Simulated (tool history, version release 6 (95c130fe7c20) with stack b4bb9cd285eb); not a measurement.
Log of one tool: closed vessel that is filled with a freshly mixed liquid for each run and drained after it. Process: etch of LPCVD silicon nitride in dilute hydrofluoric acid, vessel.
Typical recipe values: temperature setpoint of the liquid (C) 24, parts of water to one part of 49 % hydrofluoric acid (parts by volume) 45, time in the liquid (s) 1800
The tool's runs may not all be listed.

run,hour,temperature setpoint of the liquid (C),parts of water to one part of 49 % hydrofluoric acid (parts by volume),time in the liquid (s),wafers since the last listed run,hours since the thermometer was replaced,hours since the hydrofluoric acid flow meter was replaced,hours since the gauge calibration,"read-back film thickness of the LPCVD silicon nitride reference wafer, read on the same gauge (nm)",thickness taken off the LPCVD silicon nitride on a monitor wafer (nm)
1,0,24,45,1800,0,2695.7,401.1,226.1,119.98,17.07
2,10.4,24,45,1800,278,2706.1,411.5,236.5,119.99,17.07
3,22.1,24,40,1800,313,2717.8,423.2,248.2,120.03,19.24
4,31.2,24,40,1800,243,2726.9,432.3,257.3,119.99,19.34
5,40.7,24,55,1800,254,2736.4,441.8,266.8,119.98,14.1
6,57.2,24,55,1800,442,2752.9,458.3,283.3,120,14.31
7,72.8,24,45,1800,418,2768.5,473.9,298.9,120,17.38
# hour 77.3: gauge calibrated
8,80.6,24,45,1800,209,2776.3,481.7,3.3,120.01,17.4
9,90.8,24,45,1800,273,2786.5,491.9,13.5,120,17.4
# hour 99.4: hydrofluoric acid flow meter replaced
10,104.5,24,45,1800,340,2800.2,5.1,27.2,120.03,18.32
# hour 109.6: thermometer replaced
11,121.4,24,45,1800,426,11.8,22,44.1,120,18.48
12,133,21,35,1800,310,23.4,33.6,55.7,120.02,19.2
# hour 145.8: hydrofluoric acid flow meter replaced, repeated, since the last time left the tool worse
13,148.9,24,45,1800,399,39.3,3.1,71.6,119.98,15.98
14,160.2,26.5,55,2635,302,50.6,14.4,82.9,120,23
15,170,21,40,2315,262,60.4,24.2,92.7,120.01,18.93
16,178.2,24,45,1800,219,68.6,32.4,100.9,120,16.3
17,195.2,22,30,1800,455,85.6,49.4,117.9,120.02,21.17
18,211.3,24,45,1800,431,101.7,65.5,134,119.99,16.43
19,220,24,45,1800,233,110.4,74.2,142.7,120,16.1
20,234.9,22.5,35,1800,399,125.3,89.1,157.6,119.98,18.78
21,244.1,24,35,1800,246,134.5,98.3,166.8,120.02,20.95
22,257,28.5,45,1295,345,147.4,111.2,179.7,120,15.84

Run-by-run hidden state of the tool:
liquid hotter than its thermometer reads (K): 0 on each run
gauge reads high (%): 0 on each run
H1: hydrofluoric acid flow above the setpoint (%)
run,H1
1,5.99
2,6.14
3,6.32
4,6.45
5,6.59
6,6.84
7,7.07
8,7.19
9,7.34
10,15
11,15.2
12,15.4
13,0.058
14,0.226
15,0.372
16,0.494
17,0.747
18,0.986
19,1.12
20,1.34
21,1.47
22,1.67

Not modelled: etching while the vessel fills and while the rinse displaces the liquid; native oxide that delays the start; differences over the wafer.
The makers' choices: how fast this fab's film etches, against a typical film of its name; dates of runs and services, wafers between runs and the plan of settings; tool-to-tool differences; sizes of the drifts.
